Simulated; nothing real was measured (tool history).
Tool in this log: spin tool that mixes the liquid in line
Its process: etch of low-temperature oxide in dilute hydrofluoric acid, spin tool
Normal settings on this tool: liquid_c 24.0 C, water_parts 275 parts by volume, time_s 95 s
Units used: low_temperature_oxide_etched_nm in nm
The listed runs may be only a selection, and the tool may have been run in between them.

run     day  liquid_c  water_parts  time_s  read-back film thickness of the low-temperature oxide reference wafer, read on the same gauge (nm)  low_temperature_oxide_etched_nm
  1   0.000      27.5          275      55                                                                                              149.97                             5.15
  2   1.433      27.5          275      55                                                                                              149.95                             5.12
  3   2.979      24.0          275     120                                                                                              150.03                            10.19
  4   4.762      24.0          275     120                                                                                              150.00                             9.95
  5   6.125      24.0          275      95                                                                                              149.99                             8.00
  6  12.871      24.0          275      95                                                                                              150.02                             7.90
  7  15.583      20.5          190      95                                                                                              149.98                            11.10
  8  18.404      20.5          190      95                                                                                              149.99                            11.13
  9  20.996      24.0          215      95                                                                                              149.98                            10.85
 10  23.562      24.0          215      95                                                                                              149.97                            10.83
 11  25.088      24.0          215      95                                                                                              149.97                            11.06
 12  26.125      24.0          275      95                                                                                              150.00                             8.04
 13  28.262      24.0          275      95                                                                                              150.00                             8.06
 14  31.088      24.0          275      95                                                                                              150.02                             8.03
 15  33.558      24.0          275      60                                                                                              150.01                             5.02
 16  35.325      24.0          275      95                                                                                              149.99                             8.07
 17  36.379      24.0          155     110                                                                                              150.00                            18.92
 18  38.488      26.5          325      95                                                                                              150.02                             7.32
 19  39.938      24.0          275      95                                                                                              149.97                             8.27
 20  41.871      24.0          195     120                                                                                              149.97                            16.54
 21  43.117      24.0          200      40                                                                                              150.00                             5.21
 22  45.900      22.5          275     135                                                                                              150.01                            11.38
 23  48.329      20.0          415     150                                                                                              150.01                             6.80
 24  49.383      19.0          275      95                                                                                              150.03                             7.19
 25  50.733      24.0          275      95                                                                                              150.00                             8.47
 26  53.633      24.0          275      50                                                                                              149.99                             4.42
 27  55.133      24.0          350      95                                                                                              150.00                             5.53
 28  57.679      26.5          390     110                                                                                              150.01                             6.00
 29  60.346      27.0          225      40                                                                                              149.99                             4.62
 30  62.321      19.0          275      95                                                                                              150.06                             6.39
 31  65.033      24.0          275      45                                                                                              149.98                             3.62
 32  67.250      27.5          400      55                                                                                              149.99                             3.09
 33  68.738      19.5          355     115                                                                                              150.00                             5.62

Not shown: 4 entries that the log had between the listed runs. Between which runs, and how does the tool's hidden state differ before and after?
From run 17 to run 18: thermometer replaced (day 37.333)
  liquid hotter than its thermometer reads (K): 1.73 -> 2.96
  the result without the hidden state subtracted from the measured one, low_temperature_oxide_etched_nm: +1.19 -> +0.67 nm
From run 19 to run 20: hydrofluoric acid flow meter replaced (day 40.183)
  liquid hotter than its thermometer reads (K): 2.98 -> 3.02
  the result without the hidden state subtracted from the measured one, low_temperature_oxide_etched_nm: +0.81 -> +1.73 nm
From run 21 to run 22: gauge calibrated (day 45.425)
  liquid hotter than its thermometer reads (K): 3.04 -> 3.1
  the result without the hidden state subtracted from the measured one, low_temperature_oxide_etched_nm: +0.55 -> +1.18 nm
From run 26 to run 27: thermometer replaced, repeated, since the last time left the tool worse (day 54.383)
  liquid hotter than its thermometer reads (K): 3.24 -> 0.146
  the result without the hidden state subtracted from the measured one, low_temperature_oxide_etched_nm: +0.47 -> +0.03 nm

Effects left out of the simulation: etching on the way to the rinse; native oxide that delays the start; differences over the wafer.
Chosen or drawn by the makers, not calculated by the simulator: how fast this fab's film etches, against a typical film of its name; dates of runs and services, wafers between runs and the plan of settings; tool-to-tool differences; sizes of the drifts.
